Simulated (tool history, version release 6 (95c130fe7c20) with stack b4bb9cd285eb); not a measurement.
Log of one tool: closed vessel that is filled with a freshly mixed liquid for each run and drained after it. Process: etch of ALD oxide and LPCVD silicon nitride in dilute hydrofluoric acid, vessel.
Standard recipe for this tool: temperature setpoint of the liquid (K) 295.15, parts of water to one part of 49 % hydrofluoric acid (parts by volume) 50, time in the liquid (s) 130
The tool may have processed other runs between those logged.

run    hour  temperature setpoint of the liquid (K)  parts of water to one part of 49 % hydrofluoric acid (parts by volume)  time in the liquid (s)  wafers since the last listed run  hours since the thermometer was replaced  hours since the hydrofluoric acid flow meter was replaced  hours since the gauge calibration  read-back film thickness of the ALD oxide reference wafer, read on the same gauge (nm)  read-back film thickness of the LPCVD silicon nitride reference wafer, read on the same gauge (nm)  thickness taken off the ALD oxide on a monitor wafer (nm)  thickness taken off the LPCVD silicon nitride on a monitor wafer (nm)
  1     0.0                                  298.15                                                                      50                     130                                 0                                    2214.0                                                     1241.6                              685.6                                                                                  130.01                                                                                              99.993                                                      36.92                                                                  1.414
  2    64.9                                  293.15                                                                      50                     100                              7225                                    2278.9                                                     1306.5                              750.5                                                                                  130.00                                                                                              99.994                                                      22.97                                                                  0.779
  3   115.7                                  295.15                                                                      50                     130                              5655                                    2329.7                                                     1357.3                              801.3                                                                                  130.04                                                                                              99.980                                                      32.52                                                                  1.148
  4   151.4                                  295.15                                                                      50                     130                              3974                                    2365.4                                                     1393.0                              837.0                                                                                  130.00                                                                                              99.992                                                      32.65                                                                  1.153
      168.7  -- thermometer replaced
  5   220.4                                  297.15                                                                      50                     180                              7570                                      51.7                                                     1462.0                              906.0                                                                                  130.03                                                                                              99.988                                                      47.45                                                                  1.703
  6   265.4                                  291.15                                                                      50                     205                              5009                                      96.7                                                     1507.0                              951.0                                                                                  130.00                                                                                             100.006                                                      41.92                                                                  1.319
  7   293.5                                  292.15                                                                      65                      80                              3128                                     124.8                                                     1535.1                              979.1                                                                                  130.01                                                                                             100.012                                                      12.76                                                                  0.412
  8   333.2                                  295.15                                                                      45                     130                              4419                                     164.5                                                     1574.8                             1018.8                                                                                  129.98                                                                                             100.008                                                      35.17                                                                  1.212
      344.6  -- hydrofluoric acid flow meter replaced
  9   376.6                                  299.15                                                                      30                     130                              4720                                     207.9                                                       32.0                             1062.2                                                                                  130.01                                                                                             100.002                                                      62.89                                                                  2.250
 10   441.5                                  298.15                                                                      70                      60                              7225                                     272.8                                                       96.9                             1127.1                                                                                  129.98                                                                                              99.972                                                      11.46                                                                  0.430
 11   483.6                                  298.65                                                                      70                     195                              4687                                     314.9                                                      139.0                             1169.2                                                                                  129.99                                                                                             100.029                                                      37.88                                                                  1.494
 12   554.5                                  290.65                                                                      50                     195                              7893                                     385.8                                                      209.9                             1240.1                                                                                  130.02                                                                                              99.993                                                      38.58                                                                  1.195
 13   595.4                                  295.15                                                                      50                     185                              4553                                     426.7                                                      250.8                             1281.0                                                                                  129.97                                                                                              99.973                                                      45.09                                                                  1.511
 14   659.6                                  293.65                                                                      30                     185                              7147                                     490.9                                                      315.0                             1345.2                                                                                  129.99                                                                                             100.002                                                      72.19                                                                  2.257
 15   729.9                                  295.15                                                                      60                      75                              7826                                     561.2                                                      385.3                             1415.5                                                                                  130.03                                                                                             100.015                                                      15.00                                                                  0.520
      773.6  -- gauge calibrated
 16   788.2                                  295.15                                                                      50                     130                              6490                                     619.5                                                      443.6                               14.6                                                                                  130.03                                                                                              99.969                                                      31.77                                                                  1.152
 17   815.2                                  295.15                                                                      50                     130                              3005                                     646.5                                                      470.6                               41.6                                                                                  130.02                                                                                             100.009                                                      31.71                                                                  1.108
 18   866.5                                  295.15                                                                      50                      60                              5711                                     697.8                                                      521.9                               92.9                                                                                  130.02                                                                                             100.014                                                      14.57                                                                  0.509
 19   901.7                                  296.65                                                                      70                     130                              3918                                     733.0                                                      557.1                              128.1                                                                                  130.06                                                                                              99.995                                                      23.51                                                                  0.875
 20   960.3                                  295.15                                                                      50                     130                              6523                                     791.6                                                      615.7                              186.7                                                                                  129.98                                                                                              99.991                                                      31.54                                                                  1.096
 21  1016.2                                  295.15                                                                      50                     130                              6223                                     847.5                                                      671.6                              242.6                                                                                  130.04                                                                                              99.975                                                      31.84                                                                  1.119
 22  1081.8                                  298.65                                                                      65                      55                              7303                                     913.1                                                      737.2                              308.2                                                                                  130.01                                                                                              99.992                                                      11.61                                                                  0.458
 23  1127.3                                  297.15                                                                      35                     105                              5065                                     958.6                                                      782.7                              353.7                                                                                  130.02                                                                                             100.009                                                      40.75                                                                  1.433
 24  1151.8                                  298.15                                                                      25                     175                              2727                                     983.1                                                      807.2                              378.2                                                                                  129.98                                                                                             100.006                                                      99.50                                                                  3.491
 25  1220.6                                  295.15                                                                      50                     170                              7659                                    1051.9                                                      876.0                              447.0                                                                                  129.98                                                                                              99.984                                                      41.44                                                                  1.426

Forecast each of these 5 alternatives for the next run:
  A  1221.3                                  295.15                                                                      50                     105                                77                                    1052.6                                                      876.7                              447.7                                                                                       ?                                                                                                   ?                                                          ?                                                                      ?
  B  1221.3                                  292.65                                                                      65                      80                                77                                    1052.6                                                      876.7                              447.7                                                                                       ?                                                                                                   ?                                                          ?                                                                      ?
  C  1221.3                                  290.15                                                                      35                     100                                77                                    1052.6                                                      876.7                              447.7                                                                                       ?                                                                                                   ?                                                          ?                                                                      ?
  D  1221.3                                  293.65                                                                      70                     165                                77                                    1052.6                                                      876.7                              447.7                                                                                       ?                                                                                                   ?                                                          ?                                                                      ?
  E  1221.3                                  295.15                                                                      75                      85                                77                                    1052.6                                                      876.7                              447.7                                                                                       ?                                                                                                   ?                                                          ?                                                                      ?

run  read-back film thickness of the ALD oxide reference wafer, read on the same gauge (nm)  read-back film thickness of the LPCVD silicon nitride reference wafer, read on the same gauge (nm)  thickness taken off the ALD oxide on a monitor wafer (nm)  thickness taken off the LPCVD silicon nitride on a monitor wafer (nm)
  A                                                                                  129.94                                                                                             100.007                                                      25.84                                                                  0.889
  B                                                                                  129.94                                                                                             100.007                                                      13.39                                                                  0.442
  C                                                                                  129.94                                                                                             100.007                                                      28.91                                                                  0.844
  D                                                                                  129.94                                                                                             100.007                                                      26.58                                                                  0.907
  E                                                                                  129.94                                                                                             100.007                                                      13.51                                                                  0.484
With no hidden state in the tool, these same runs would have given:
run  thickness taken off the ALD oxide on a monitor wafer (nm)  thickness taken off the LPCVD silicon nitride on a monitor wafer (nm)
  A                                                      25.36                                                                  0.862
  B                                                      13.14                                                                  0.428
  C                                                      28.35                                                                  0.817
  D                                                      26.09                                                                  0.880
  E                                                      13.27                                                                  0.469
